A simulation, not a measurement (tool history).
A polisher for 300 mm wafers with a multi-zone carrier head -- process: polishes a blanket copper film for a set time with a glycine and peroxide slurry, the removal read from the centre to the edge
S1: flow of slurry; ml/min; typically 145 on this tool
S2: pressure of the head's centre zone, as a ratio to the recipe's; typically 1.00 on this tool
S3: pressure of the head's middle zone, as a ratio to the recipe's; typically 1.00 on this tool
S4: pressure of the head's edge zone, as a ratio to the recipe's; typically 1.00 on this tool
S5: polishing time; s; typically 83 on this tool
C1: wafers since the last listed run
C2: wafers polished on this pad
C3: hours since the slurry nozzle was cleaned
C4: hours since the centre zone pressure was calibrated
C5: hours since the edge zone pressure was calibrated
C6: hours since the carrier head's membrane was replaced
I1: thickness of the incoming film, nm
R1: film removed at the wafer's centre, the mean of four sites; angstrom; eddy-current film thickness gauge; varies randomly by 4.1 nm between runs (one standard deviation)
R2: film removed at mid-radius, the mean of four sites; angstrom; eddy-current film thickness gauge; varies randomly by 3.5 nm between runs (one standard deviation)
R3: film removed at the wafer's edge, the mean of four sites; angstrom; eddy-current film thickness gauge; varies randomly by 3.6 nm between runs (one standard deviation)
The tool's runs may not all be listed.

run,hour,S1,S2,S3,S4,S5,C1,C2,C3,C4,C5,C6,I1,R1,R2,R3
1,0.0,145,1.00,1.00,1.00,83,0,1080,165.2,486.4,698.3,1656.3,2212.0,3167,3171,3392
# hour 9.7: worn pad replaced by a new one
2,12.6,145,1.00,1.00,1.00,83,106,35,177.8,499.0,710.9,1668.9,2254.4,3191,3178,3290
3,30.2,145,1.00,1.00,1.00,83,217,252,195.4,516.6,728.5,1686.5,2286.9,3162,3150,3324
# hour 38.4: carrier head's membrane replaced by a new one
4,46.3,145,1.00,1.00,1.00,83,137,389,211.5,532.7,744.6,7.9,2237.3,3183,3140,3297
5,60.2,145,1.00,1.00,1.00,83,171,561,225.4,546.6,758.5,21.8,2246.5,3104,3166,3260
6,75.2,145,1.00,1.00,1.00,83,185,746,240.4,561.6,773.5,36.8,2220.9,3070,3089,3292
# hour 86.6: worn pad replaced by a new one
7,87.1,130,1.08,1.00,1.00,83,97,5,252.3,573.5,785.4,48.7,2236.8,3190,3032,3237
8,90.8,145,0.93,1.07,1.00,83,45,51,256.0,577.2,789.1,52.4,2266.0,2956,3251,3266
9,100.7,130,0.97,0.94,1.00,98,122,173,265.9,587.1,799.0,62.3,2238.9,3473,3411,3751
# hour 113.8: centre zone pressure recalibrated
10,118.2,145,0.93,1.07,1.00,83,191,365,283.4,4.4,816.5,79.8,2251.6,2836,3202,3209
11,136.2,130,1.08,1.00,1.00,83,222,587,301.4,22.4,834.5,97.8,2264.6,3093,2937,3224
# hour 137.7: slurry nozzle cleaned
12,143.8,145,1.00,0.97,1.00,83,81,668,6.1,30.0,842.1,105.4,2229.2,3289,3169,3364
13,159.2,145,1.00,0.94,1.04,83,190,859,21.5,45.4,857.5,120.8,2249.8,3208,3054,3472
# hour 171.4: edge zone pressure recalibrated
# hour 175.6: worn pad replaced by a new one
14,176.1,160,0.91,1.09,1.00,56,134,6,38.4,62.3,4.7,137.7,2222.6,2118,2378,2345
15,185.7,145,1.00,1.08,1.00,83,118,124,48.0,71.9,14.3,147.3,2260.5,3150,3418,3424
16,199.1,145,1.00,1.00,1.00,83,165,289,61.4,85.3,27.7,160.7,2247.7,3156,3218,3351
17,216.1,145,0.91,1.00,0.93,83,209,499,78.4,102.3,44.7,177.7,2290.7,2960,3241,3223
18,225.0,145,1.00,1.00,1.00,83,109,609,87.3,111.2,53.6,186.6,2287.6,3152,3247,3342
19,231.6,105,0.96,1.00,1.00,83,81,691,93.9,117.8,60.2,193.2,2224.5,2834,2959,3129
20,244.4,145,1.00,1.00,0.89,83,158,849,106.7,130.6,73.0,206.0,2271.8,3188,3151,3184
21,258.6,145,0.95,1.00,0.96,94,175,1024,120.9,144.8,87.2,220.2,2242.4,3427,3609,3684
# hour 262.9: worn pad replaced by a new one
22,272.9,145,0.90,1.00,0.90,83,127,123,135.2,159.1,101.5,234.5,2293.2,2988,3189,3171

What if the next run were any one of these 4? Each begins from the tool's condition after run 22:
A,273.4,145,1.00,1.00,1.00,83,6,129,135.7,159.6,102.0,235.0,2268.5,?,?,?
B,273.4,145,0.89,1.12,0.95,83,6,129,135.7,159.6,102.0,235.0,2268.5,?,?,?
C,273.4,145,1.00,1.00,1.00,92,6,129,135.7,159.6,102.0,235.0,2268.5,?,?,?
D,273.4,145,1.00,1.09,0.90,83,6,129,135.7,159.6,102.0,235.0,2268.5,?,?,?

run,R1,R2,R3
A,3173,3254,3280
B,2921,3570,3196
C,3517,3607,3635
D,3175,3490,3118
With the hidden condition removed and each run's random variation left untouched, the same runs would have given:
run,R1,R2,R3
A,3275,3346,3345
B,3015,3670,3259
C,3630,3709,3708
D,3277,3588,3179
